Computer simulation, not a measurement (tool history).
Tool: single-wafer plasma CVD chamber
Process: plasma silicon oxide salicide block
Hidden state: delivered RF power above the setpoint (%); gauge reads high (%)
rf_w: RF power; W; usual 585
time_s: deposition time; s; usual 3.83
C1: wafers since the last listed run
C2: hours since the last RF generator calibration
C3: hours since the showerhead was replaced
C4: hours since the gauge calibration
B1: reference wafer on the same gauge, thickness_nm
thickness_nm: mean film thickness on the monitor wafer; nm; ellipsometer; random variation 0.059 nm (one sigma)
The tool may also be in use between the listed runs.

run 1 hour=0 | rf_w=585 time_s=3.83 | C1=0 C2=2586.1 C3=4247.1 C4=92.8 | B1=39.857 | thickness_nm=39.145
run 2 hour=13.3 | rf_w=585 time_s=3.83 | C1=281 C2=2599.4 C3=4260.4 C4=106.1 | B1=39.846 | thickness_nm=39.129
run 3 hour=26.2 | rf_w=585 time_s=3.83 | C1=272 C2=2612.3 C3=4273.3 C4=119 | B1=39.815 | thickness_nm=39.205
run 4 hour=33.8 | rf_w=585 time_s=3.83 | C1=160 C2=2619.9 C3=4280.9 C4=126.6 | B1=39.826 | thickness_nm=39.089
run 5 hour=41.5 | rf_w=585 time_s=3.83 | C1=162 C2=2627.6 C3=4288.6 C4=134.3 | B1=39.808 | thickness_nm=39.027
-- hour=62.7 showerhead replaced
run 6 hour=63.2 | rf_w=635 time_s=3.64 | C1=289 C2=2649.3 C3=0.5 C4=156 | B1=39.795 | thickness_nm=38.175
run 7 hour=69.9 | rf_w=635 time_s=3.64 | C1=141 C2=2656 C3=7.2 C4=162.7 | B1=39.788 | thickness_nm=38.064
-- hour=87.5 RF generator calibrated
run 8 hour=88 | rf_w=635 time_s=3.64 | C1=213 C2=0.5 C3=25.3 C4=180.8 | B1=39.791 | thickness_nm=38.167
run 9 hour=88.7 | rf_w=535 time_s=4.14 | C1=14 C2=1.2 C3=26 C4=181.5 | B1=39.778 | thickness_nm=41.038
-- hour=98.8 gauge calibrated
run 10 hour=103.3 | rf_w=625 time_s=3.33 | C1=308 C2=15.8 C3=40.6 C4=4.5 | B1=40.074 | thickness_nm=34.936
run 11 hour=112.9 | rf_w=525 time_s=3.83 | C1=203 C2=25.4 C3=50.2 C4=14.1 | B1=40.035 | thickness_nm=37.907
run 12 hour=128.7 | rf_w=620 time_s=3.62 | C1=334 C2=41.2 C3=66 C4=29.9 | B1=39.981 | thickness_nm=37.823
run 13 hour=143 | rf_w=635 time_s=3.64 | C1=302 C2=55.5 C3=80.3 C4=44.2 | B1=39.934 | thickness_nm=38.22
run 14 hour=153.7 | rf_w=640 time_s=3.83 | C1=226 C2=66.2 C3=91 C4=54.9 | B1=39.92 | thickness_nm=40.416
run 15 hour=160.7 | rf_w=690 time_s=4.45 | C1=148 C2=73.2 C3=98 C4=61.9 | B1=39.897 | thickness_nm=48.008
run 16 hour=176.4 | rf_w=585 time_s=3.58 | C1=332 C2=88.9 C3=113.7 C4=77.6 | B1=39.878 | thickness_nm=36.513

4 ways to go on from here, each from the tool as it stands after run 16. What would each give?
run A hour=176.8 | rf_w=585 time_s=3.83 | C1=8 C2=89.3 C3=114.1 C4=78 | B1=? | thickness_nm=?
run B hour=176.8 | rf_w=585 time_s=4.23 | C1=8 C2=89.3 C3=114.1 C4=78 | B1=? | thickness_nm=?
run C hour=176.8 | rf_w=520 time_s=3.41 | C1=8 C2=89.3 C3=114.1 C4=78 | B1=? | thickness_nm=?
run D hour=176.8 | rf_w=515 time_s=3.44 | C1=8 C2=89.3 C3=114.1 C4=78 | B1=? | thickness_nm=?

run=A B1=39.886 thickness_nm=39.13
run=B B1=39.886 thickness_nm=43.217
run=C B1=39.886 thickness_nm=33.538
run=D B1=39.886 thickness_nm=33.727
Without the tool's hidden state the same runs would have given:
run=A thickness_nm=39.353
run=B thickness_nm=43.463
run=C thickness_nm=33.729
run=D thickness_nm=33.919

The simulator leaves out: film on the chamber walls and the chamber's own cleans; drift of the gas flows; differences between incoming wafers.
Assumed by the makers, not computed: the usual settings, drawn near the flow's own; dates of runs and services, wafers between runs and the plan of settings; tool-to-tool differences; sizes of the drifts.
